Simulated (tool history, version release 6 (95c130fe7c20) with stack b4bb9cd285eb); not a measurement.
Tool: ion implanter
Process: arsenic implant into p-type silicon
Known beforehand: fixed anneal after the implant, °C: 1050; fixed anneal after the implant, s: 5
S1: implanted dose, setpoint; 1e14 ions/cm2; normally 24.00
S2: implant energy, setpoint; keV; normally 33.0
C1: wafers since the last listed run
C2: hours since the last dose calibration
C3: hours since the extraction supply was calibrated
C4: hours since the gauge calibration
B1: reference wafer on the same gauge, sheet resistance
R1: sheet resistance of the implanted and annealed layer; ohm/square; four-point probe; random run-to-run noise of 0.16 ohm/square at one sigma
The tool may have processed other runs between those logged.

run 1 hour=0.0 | S1=24.00 S2=33.0 | C1=0 C2=727.9 C3=5300.9 C4=32.9 | B1=64.58 | R1=74.36
run 2 hour=43.1 | S1=24.00 S2=33.0 | C1=540 C2=771.0 C3=5344.0 C4=76.0 | B1=64.61 | R1=74.01
run 3 hour=102.3 | S1=24.00 S2=33.0 | C1=742 C2=830.2 C3=5403.2 C4=135.2 | B1=64.61 | R1=74.24
run 4 hour=289.2 | S1=24.00 S2=33.0 | C1=2343 C2=1017.1 C3=5590.1 C4=322.1 | B1=64.57 | R1=74.17
run 5 hour=353.2 | S1=24.00 S2=33.0 | C1=802 C2=1081.1 C3=5654.1 C4=386.1 | B1=64.60 | R1=74.28
run 6 hour=409.1 | S1=24.00 S2=33.0 | C1=700 C2=1137.0 C3=5710.0 C4=442.0 | B1=64.61 | R1=74.17
run 7 hour=438.6 | S1=24.00 S2=33.0 | C1=369 C2=1166.5 C3=5739.5 C4=471.5 | B1=64.61 | R1=73.79
run 8 hour=476.9 | S1=18.86 S2=33.0 | C1=480 C2=1204.8 C3=5777.8 C4=509.8 | B1=64.62 | R1=78.79
run 9 hour=533.7 | S1=18.86 S2=33.0 | C1=712 C2=1261.6 C3=5834.6 C4=566.6 | B1=64.64 | R1=79.05
run 10 hour=571.0 | S1=24.00 S2=33.0 | C1=467 C2=1298.9 C3=5871.9 C4=603.9 | B1=64.59 | R1=74.07
run 11 hour=625.4 | S1=24.00 S2=33.0 | C1=681 C2=1353.3 C3=5926.3 C4=658.3 | B1=64.60 | R1=74.18
run 12 hour=673.7 | S1=18.45 S2=35.5 | C1=605 C2=1401.6 C3=5974.6 C4=706.6 | B1=64.58 | R1=77.34
run 13 hour=698.6 | S1=18.45 S2=35.5 | C1=312 C2=1426.5 C3=5999.5 C4=731.5 | B1=64.59 | R1=77.50
run 14 hour=734.2 | S1=24.00 S2=24.5 | C1=446 C2=1462.1 C3=6035.1 C4=767.1 | B1=64.61 | R1=84.38
run 15 hour=764.2 | S1=30.20 S2=38.5 | C1=376 C2=1492.1 C3=6065.1 C4=797.1 | B1=64.59 | R1=65.46
run 16 hour=822.7 | S1=29.16 S2=40.0 | C1=733 C2=1550.6 C3=6123.6 C4=855.6 | B1=64.61 | R1=64.85
run 17 hour=853.7 | S1=18.45 S2=35.5 | C1=388 C2=1581.6 C3=6154.6 C4=886.6 | B1=64.59 | R1=77.04
run 18 hour=877.7 | S1=27.62 S2=40.5 | C1=300 C2=1605.6 C3=6178.6 C4=910.6 | B1=64.63 | R1=65.31
run 19 hour=939.1 | S1=22.20 S2=44.5 | C1=769 C2=1667.0 C3=6240.0 C4=972.0 | B1=64.59 | R1=66.19
-- hour=963.0 extraction supply calibrated
run 20 hour=965.9 | S1=29.01 S2=38.5 | C1=235 C2=1693.8 C3=2.9 C4=998.8 | B1=64.61 | R1=65.85
run 21 hour=1031.2 | S1=29.82 S2=27.0 | C1=818 C2=1759.1 C3=68.2 C4=1064.1 | B1=64.60 | R1=77.86
run 22 hour=1056.2 | S1=28.86 S2=33.0 | C1=313 C2=1784.1 C3=93.2 C4=1089.1 | B1=64.60 | R1=71.33
run 23 hour=1094.7 | S1=24.00 S2=33.0 | C1=482 C2=1822.6 C3=131.7 C4=1127.6 | B1=64.62 | R1=73.82
-- hour=1122.2 Faraday cup replaced and dose calibrated
run 24 hour=1134.2 | S1=26.27 S2=38.0 | C1=394 C2=12.0 C3=171.2 C4=1167.1 | B1=64.61 | R1=68.15

Predict the results of run 25:
run 25 hour=1201.0 | S1=27.78 S2=33.0 | C1=837 C2=78.8 C3=238.0 C4=1233.9 | B1=? | R1=?

{"run 25": {"B1": 64.58, "R1": 72.24}}
Had the tool carried no hidden state, the very same run would have given R1 72.27 ohm/square.

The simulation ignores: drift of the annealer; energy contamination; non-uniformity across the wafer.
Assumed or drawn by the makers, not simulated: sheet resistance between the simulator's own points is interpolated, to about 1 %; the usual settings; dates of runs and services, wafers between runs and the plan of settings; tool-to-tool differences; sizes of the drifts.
